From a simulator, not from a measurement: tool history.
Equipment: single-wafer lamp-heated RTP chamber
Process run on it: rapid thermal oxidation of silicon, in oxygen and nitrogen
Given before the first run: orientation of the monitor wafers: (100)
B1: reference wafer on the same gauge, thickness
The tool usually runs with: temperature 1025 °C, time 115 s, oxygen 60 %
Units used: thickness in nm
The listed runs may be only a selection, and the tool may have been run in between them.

run 1 hour=0 | temperature=1025 time=115 oxygen=70 | B1=7.142 | thickness=8.122
run 2 hour=25.7 | temperature=1025 time=115 oxygen=70 | B1=7.142 | thickness=8.09
run 3 hour=48.8 | temperature=1025 time=115 oxygen=70 | B1=7.138 | thickness=8.125
run 4 hour=70.9 | temperature=1032 time=133 oxygen=60 | B1=7.138 | thickness=8.652
run 5 hour=97.1 | temperature=1032 time=133 oxygen=60 | B1=7.138 | thickness=8.655
run 6 hour=115.2 | temperature=1011 time=115 oxygen=60 | B1=7.139 | thickness=6.945
run 7 hour=139.9 | temperature=1025 time=131 oxygen=60 | B1=7.141 | thickness=8.178
-- hour=142.2 gauge calibrated
run 8 hour=169.3 | temperature=1025 time=115 oxygen=60 | B1=7.14 | thickness=7.698
run 9 hour=181.8 | temperature=1025 time=115 oxygen=60 | B1=7.146 | thickness=7.701
run 10 hour=205.2 | temperature=1025 time=115 oxygen=60 | B1=7.142 | thickness=7.695
run 11 hour=228.3 | temperature=1025 time=115 oxygen=60 | B1=7.137 | thickness=7.701
run 12 hour=246.6 | temperature=1025 time=115 oxygen=36 | B1=7.14 | thickness=6.439
run 13 hour=268.2 | temperature=1025 time=115 oxygen=36 | B1=7.137 | thickness=6.437
run 14 hour=286.6 | temperature=1025 time=115 oxygen=60 | B1=7.141 | thickness=7.711
run 15 hour=317.9 | temperature=1025 time=115 oxygen=60 | B1=7.138 | thickness=7.715
run 16 hour=338.9 | temperature=1025 time=115 oxygen=60 | B1=7.138 | thickness=7.714
run 17 hour=369 | temperature=1025 time=115 oxygen=60 | B1=7.14 | thickness=7.727
run 18 hour=391.9 | temperature=1025 time=115 oxygen=60 | B1=7.145 | thickness=7.732
-- hour=412 oxygen flow controller replaced
run 19 hour=418.5 | temperature=1025 time=115 oxygen=60 | B1=7.141 | thickness=7.734
run 20 hour=453.6 | temperature=1025 time=115 oxygen=60 | B1=7.142 | thickness=7.742
run 21 hour=486 | temperature=1025 time=115 oxygen=60 | B1=7.143 | thickness=7.747
-- hour=518.4 pyrometer window cleaned and pyrometer calibrated
run 22 hour=518.9 | temperature=1025 time=115 oxygen=60 | B1=7.138 | thickness=7.669
run 23 hour=542.5 | temperature=1025 time=138 oxygen=60 | B1=7.142 | thickness=8.31
run 24 hour=561.4 | temperature=1025 time=115 oxygen=60 | B1=7.141 | thickness=7.654
run 25 hour=582.4 | temperature=1025 time=83 oxygen=60 | B1=7.139 | thickness=6.61
run 26 hour=606.1 | temperature=1051 time=115 oxygen=60 | B1=7.14 | thickness=9.215
run 27 hour=625.7 | temperature=1052 time=115 oxygen=60 | B1=7.145 | thickness=9.245
run 28 hour=643.9 | temperature=1025 time=115 oxygen=70 | B1=7.137 | thickness=8.106
-- hour=653.2 gauge calibrated
run 29 hour=702.2 | temperature=999 time=131 oxygen=37 | B1=7.14 | thickness=5.691
run 30 hour=730.8 | temperature=1050 time=168 oxygen=47 | B1=7.14 | thickness=9.979
run 31 hour=755.8 | temperature=1025 time=115 oxygen=60 | B1=7.143 | thickness=7.665
run 32 hour=828.7 | temperature=1037 time=61 oxygen=88 | B1=7.136 | thickness=7.198
run 33 hour=849 | temperature=1025 time=165 oxygen=48 | B1=7.142 | thickness=8.361
run 34 hour=864.5 | temperature=1025 time=152 oxygen=60 | B1=7.136 | thickness=8.747
run 35 hour=880 | temperature=999 time=115 oxygen=60 | B1=7.14 | thickness=6.372
run 36 hour=899.4 | temperature=1039 time=115 oxygen=68 | B1=7.137 | thickness=8.864

Consider 3 possible next runs. They are alternatives, not a sequence: every one starts from the tool as it was left by run 36. What does each give?
run A hour=899.8 | temperature=1025 time=115 oxygen=60 | B1=? | thickness=?
run B hour=899.8 | temperature=1025 time=73 oxygen=85 | B1=? | thickness=?
run C hour=899.8 | temperature=1051 time=78 oxygen=51 | B1=? | thickness=?

run=A B1=7.141 thickness=7.674
run=B B1=7.141 thickness=7.077
run=C B1=7.141 thickness=7.286
What these runs would have given with no unlogged condition in the tool:
run=A thickness=7.65
run=B thickness=7.055
run=C thickness=7.264

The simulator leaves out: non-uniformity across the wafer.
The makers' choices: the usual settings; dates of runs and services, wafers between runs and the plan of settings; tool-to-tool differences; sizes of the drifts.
